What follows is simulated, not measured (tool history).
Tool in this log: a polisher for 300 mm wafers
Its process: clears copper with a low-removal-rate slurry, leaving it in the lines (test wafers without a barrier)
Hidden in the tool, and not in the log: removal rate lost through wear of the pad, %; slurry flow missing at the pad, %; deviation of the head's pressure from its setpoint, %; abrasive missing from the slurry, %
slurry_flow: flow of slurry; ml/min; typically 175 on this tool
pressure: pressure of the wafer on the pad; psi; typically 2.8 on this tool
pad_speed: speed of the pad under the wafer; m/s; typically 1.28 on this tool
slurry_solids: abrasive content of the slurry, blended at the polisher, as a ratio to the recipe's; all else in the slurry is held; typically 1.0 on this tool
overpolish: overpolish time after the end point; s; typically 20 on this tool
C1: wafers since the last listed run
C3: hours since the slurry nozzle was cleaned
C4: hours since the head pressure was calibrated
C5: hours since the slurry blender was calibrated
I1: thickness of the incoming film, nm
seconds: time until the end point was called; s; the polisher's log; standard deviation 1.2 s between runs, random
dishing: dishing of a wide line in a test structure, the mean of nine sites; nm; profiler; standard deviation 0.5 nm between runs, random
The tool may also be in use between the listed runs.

{"run": 1, "hour": 0.0, "slurry_flow": 175, "pressure": 2.8, "pad_speed": 1.06, "slurry_solids": 1.0, "overpolish": 20, "C1": 0, "wafers polished on this pad": 280, "C3": 201.0, "C4": 423.7, "C5": 168.3, "I1": 302.0, "seconds": 109.0, "dishing": 26.6}
{"run": 2, "hour": 61.0, "slurry_flow": 175, "pressure": 2.8, "pad_speed": 1.06, "slurry_solids": 1.0, "overpolish": 20, "C1": 457, "wafers polished on this pad": 737, "C3": 262.0, "C4": 484.7, "C5": 229.3, "I1": 303.6, "seconds": 107.5, "dishing": 26.7}
{"hour": 158.7, "done": "slurry nozzle cleaned"}
{"run": 3, "hour": 168.1, "slurry_flow": 175, "pressure": 2.8, "pad_speed": 1.06, "slurry_solids": 1.0, "overpolish": 20, "C1": 795, "wafers polished on this pad": 1533, "C3": 9.4, "C4": 591.8, "C5": 336.4, "I1": 300.3, "seconds": 107.3, "dishing": 26.6}
{"hour": 228.6, "done": "slurry blender recalibrated"}
{"hour": 322.6, "done": "worn pad replaced by a new one"}
{"run": 4, "hour": 345.3, "slurry_flow": 175, "pressure": 2.8, "pad_speed": 1.28, "slurry_solids": 1.0, "overpolish": 20, "C1": 1283, "wafers polished on this pad": 170, "C3": 186.6, "C4": 769.0, "C5": 116.7, "I1": 305.1, "seconds": 90.2, "dishing": 30.2}
{"run": 5, "hour": 447.8, "slurry_flow": 175, "pressure": 2.3, "pad_speed": 1.02, "slurry_solids": 1.0, "overpolish": 20, "C1": 768, "wafers polished on this pad": 939, "C3": 289.1, "C4": 871.5, "C5": 219.2, "I1": 298.7, "seconds": 133.5, "dishing": 22.4}
{"hour": 487.2, "done": "slurry nozzle cleaned"}
{"run": 6, "hour": 525.4, "slurry_flow": 175, "pressure": 2.3, "pad_speed": 1.02, "slurry_solids": 1.0, "overpolish": 20, "C1": 574, "wafers polished on this pad": 1513, "C3": 38.2, "C4": 949.1, "C5": 296.8, "I1": 301.4, "seconds": 132.9, "dishing": 22.7}
{"run": 7, "hour": 596.3, "slurry_flow": 175, "pressure": 2.8, "pad_speed": 1.28, "slurry_solids": 1.0, "overpolish": 11, "C1": 531, "wafers polished on this pad": 2044, "C3": 109.1, "C4": 1020.0, "C5": 367.7, "I1": 302.3, "seconds": 85.3, "dishing": 20.5}
{"hour": 607.7, "done": "slurry blender recalibrated"}
{"run": 8, "hour": 647.9, "slurry_flow": 175, "pressure": 2.8, "pad_speed": 1.28, "slurry_solids": 1.0, "overpolish": 11, "C1": 371, "wafers polished on this pad": 2416, "C3": 160.7, "C4": 1071.6, "C5": 40.2, "I1": 301.6, "seconds": 85.5, "dishing": 21.5}
{"hour": 689.6, "done": "head pressure recalibrated"}
{"run": 9, "hour": 719.1, "slurry_flow": 175, "pressure": 2.8, "pad_speed": 1.28, "slurry_solids": 1.0, "overpolish": 11, "C1": 518, "wafers polished on this pad": 2935, "C3": 231.9, "C4": 29.5, "C5": 111.4, "I1": 294.4, "seconds": 87.9, "dishing": 19.4}
{"hour": 728.9, "done": "worn pad replaced by a new one"}
{"hour": 849.1, "done": "slurry nozzle cleaned"}
{"run": 10, "hour": 898.4, "slurry_flow": 175, "pressure": 2.8, "pad_speed": 1.28, "slurry_solids": 1.0, "overpolish": 20, "C1": 1306, "wafers polished on this pad": 1263, "C3": 49.3, "C4": 208.8, "C5": 290.7, "I1": 301.9, "seconds": 90.8, "dishing": 29.3}
{"run": 11, "hour": 936.7, "slurry_flow": 200, "pressure": 2.8, "pad_speed": 1.28, "slurry_solids": 1.0, "overpolish": 20, "C1": 287, "wafers polished on this pad": 1550, "C3": 87.6, "C4": 247.1, "C5": 329.0, "I1": 298.6, "seconds": 88.0, "dishing": 29.9}
{"run": 12, "hour": 995.9, "slurry_flow": 175, "pressure": 2.8, "pad_speed": 1.28, "slurry_solids": 1.0, "overpolish": 20, "C1": 443, "wafers polished on this pad": 1994, "C3": 146.8, "C4": 306.3, "C5": 388.2, "I1": 297.1, "seconds": 90.7, "dishing": 29.2}
{"hour": 1017.7, "done": "slurry blender recalibrated"}
{"hour": 1086.3, "done": "worn pad replaced by a new one"}
{"run": 13, "hour": 1086.8, "slurry_flow": 175, "pressure": 2.8, "pad_speed": 1.28, "slurry_solids": 1.0, "overpolish": 20, "C1": 636, "wafers polished on this pad": 3, "C3": 237.7, "C4": 397.2, "C5": 69.1, "I1": 299.0, "seconds": 91.9, "dishing": 30.1}
{"run": 14, "hour": 1150.6, "slurry_flow": 175, "pressure": 3.6, "pad_speed": 1.44, "slurry_solids": 1.0, "overpolish": 25, "C1": 478, "wafers polished on this pad": 482, "C3": 301.5, "C4": 461.0, "C5": 132.9, "I1": 293.4, "seconds": 60.8, "dishing": 39.3}
{"hour": 1229.3, "done": "slurry nozzle cleaned"}
{"run": 15, "hour": 1246.6, "slurry_flow": 175, "pressure": 3.6, "pad_speed": 1.28, "slurry_solids": 1.0, "overpolish": 20, "C1": 712, "wafers polished on this pad": 1194, "C3": 17.3, "C4": 557.0, "C5": 228.9, "I1": 299.8, "seconds": 69.5, "dishing": 34.2}
{"run": 16, "hour": 1322.8, "slurry_flow": 175, "pressure": 2.0, "pad_speed": 1.44, "slurry_solids": 1.0, "overpolish": 20, "C1": 571, "wafers polished on this pad": 1765, "C3": 93.5, "C4": 633.2, "C5": 305.1, "I1": 298.1, "seconds": 109.5, "dishing": 25.1}
{"run": 17, "hour": 1376.6, "slurry_flow": 175, "pressure": 2.8, "pad_speed": 1.06, "slurry_solids": 1.0, "overpolish": 20, "C1": 403, "wafers polished on this pad": 2169, "C3": 147.3, "C4": 687.0, "C5": 358.9, "I1": 296.4, "seconds": 104.6, "dishing": 26.2}
{"hour": 1406.9, "done": "worn pad replaced by a new one"}
{"hour": 1426.2, "done": "slurry blender recalibrated"}
{"run": 18, "hour": 1431.9, "slurry_flow": 175, "pressure": 2.8, "pad_speed": 1.28, "slurry_solids": 1.0, "overpolish": 16, "C1": 369, "wafers polished on this pad": 172, "C3": 202.6, "C4": 742.3, "C5": 5.7, "I1": 301.3, "seconds": 89.5, "dishing": 26.1}
{"run": 19, "hour": 1472.2, "slurry_flow": 215, "pressure": 2.8, "pad_speed": 1.28, "slurry_solids": 1.0, "overpolish": 20, "C1": 302, "wafers polished on this pad": 474, "C3": 242.9, "C4": 782.6, "C5": 46.0, "I1": 299.4, "seconds": 86.7, "dishing": 30.4}
{"run": 20, "hour": 1508.4, "slurry_flow": 175, "pressure": 2.8, "pad_speed": 1.6, "slurry_solids": 1.2, "overpolish": 17, "C1": 271, "wafers polished on this pad": 746, "C3": 279.1, "C4": 818.8, "C5": 82.2, "I1": 294.4, "seconds": 67.6, "dishing": 32.4}

What does the tool deliver on the next run?
{"hour": 1574.7, "done": "slurry nozzle cleaned"}
{"hour": 1747.0, "done": "worn pad replaced by a new one"}
{"hour": 1784.6, "done": "slurry blender recalibrated"}
{"run": 21, "hour": 1819.1, "slurry_flow": 175, "pressure": 2.8, "pad_speed": 1.28, "slurry_solids": 1.1, "overpolish": 20, "C1": 2277, "wafers polished on this pad": 525, "C3": 244.4, "C4": 1129.5, "C5": 34.5, "I1": 302.7, "seconds": "?", "dishing": "?"}

seconds: 84.8 s
dishing: 30.3 nm
Without the tool's hidden state the same run would have given seconds 89.0 s, dishing 29.4 nm.

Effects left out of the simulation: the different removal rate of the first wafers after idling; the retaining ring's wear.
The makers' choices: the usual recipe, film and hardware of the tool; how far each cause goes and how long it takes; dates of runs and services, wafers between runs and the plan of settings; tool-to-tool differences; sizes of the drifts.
